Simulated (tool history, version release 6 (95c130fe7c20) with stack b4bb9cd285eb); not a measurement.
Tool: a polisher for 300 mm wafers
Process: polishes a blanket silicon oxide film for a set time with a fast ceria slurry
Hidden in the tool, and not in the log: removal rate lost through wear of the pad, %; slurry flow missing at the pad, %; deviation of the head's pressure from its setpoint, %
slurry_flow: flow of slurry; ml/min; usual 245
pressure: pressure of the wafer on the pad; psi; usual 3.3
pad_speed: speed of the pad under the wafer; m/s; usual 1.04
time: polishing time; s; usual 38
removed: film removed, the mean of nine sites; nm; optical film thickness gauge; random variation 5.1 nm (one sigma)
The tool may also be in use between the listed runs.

run,hour,slurry_flow,pressure,pad_speed,time,wafers since the last listed run,wafers polished on this pad,hours since the slurry nozzle was cleaned,hours since the head pressure was calibrated,"incoming thickness of the incoming film, nm",removed
1,0.0,245,3.3,1.04,38,0,1446,160.9,293.4,2073.4,727.3
2,63.4,215,3.3,1.04,31,416,1862,224.3,356.8,2095.8,583.5
# hour 69.7: worn pad replaced by a new one
3,136.0,245,3.3,1.04,38,450,435,296.9,429.4,2090.6,738.9
# hour 140.7: slurry nozzle cleaned
4,225.1,245,4.1,1.04,38,578,1014,84.4,518.5,2070.8,853.2
5,319.1,245,4.1,1.04,38,617,1631,178.4,612.5,2072.1,849.1
# hour 355.6: worn pad replaced by a new one
6,395.0,245,4.1,1.04,38,472,258,254.3,688.4,2050.5,866.3
# hour 421.5: slurry nozzle cleaned
7,495.0,245,3.3,1.04,38,650,909,73.5,788.4,2089.9,734.5
# hour 594.1: worn pad replaced by a new one
8,594.6,245,3.3,1.04,38,628,3,173.1,888.0,2089.3,754.6
9,653.2,245,3.3,1.04,38,384,388,231.7,946.6,2053.8,746.3
# hour 676.6: slurry nozzle cleaned
10,693.2,305,3.3,1.04,38,256,644,16.6,986.6,2109.6,738.5
11,794.3,245,3.3,1.04,38,664,1308,117.7,1087.7,2040.2,732.9
12,832.0,245,3.3,1.04,38,247,1556,155.4,1125.4,2113.9,727.8
# hour 900.8: worn pad replaced by a new one
13,938.6,245,2.8,1.22,27,674,248,262.0,1232.0,2057.4,554.3
# hour 970.0: slurry nozzle cleaned
# hour 974.0: head pressure recalibrated
14,1043.0,245,3.3,1.04,51,666,914,73.0,69.0,2051.4,994.6
15,1106.0,245,3.9,0.84,38,413,1328,136.0,132.0,2083.7,661.3
# hour 1153.8: worn pad replaced by a new one
16,1200.8,245,3.3,0.78,38,596,308,230.8,226.8,2044.9,553.5
# hour 1220.2: slurry nozzle cleaned
17,1301.4,245,4.3,1.04,30,654,963,81.2,327.4,2065.7,690.1
18,1363.0,245,3.9,0.76,38,404,1367,142.8,389.0,2101.7,596.1

4 ways to go on from here, each from the tool as it stands after run 18. What would each give?
A,1363.4,245,3.3,1.04,38,2,1370,143.2,389.4,2063.1,?
B,1363.4,245,2.7,0.86,38,2,1370,143.2,389.4,2063.1,?
C,1363.4,245,4.4,1.04,38,2,1370,143.2,389.4,2063.1,?
D,1363.4,245,3.6,1.04,50,2,1370,143.2,389.4,2063.1,?

run,removed
A,725.0
B,524.9
C,890.5
D,1013.3
Without the tool's hidden state the same runs would have given:
run,removed
A,749.3
B,542.4
C,920.3
D,1047.2
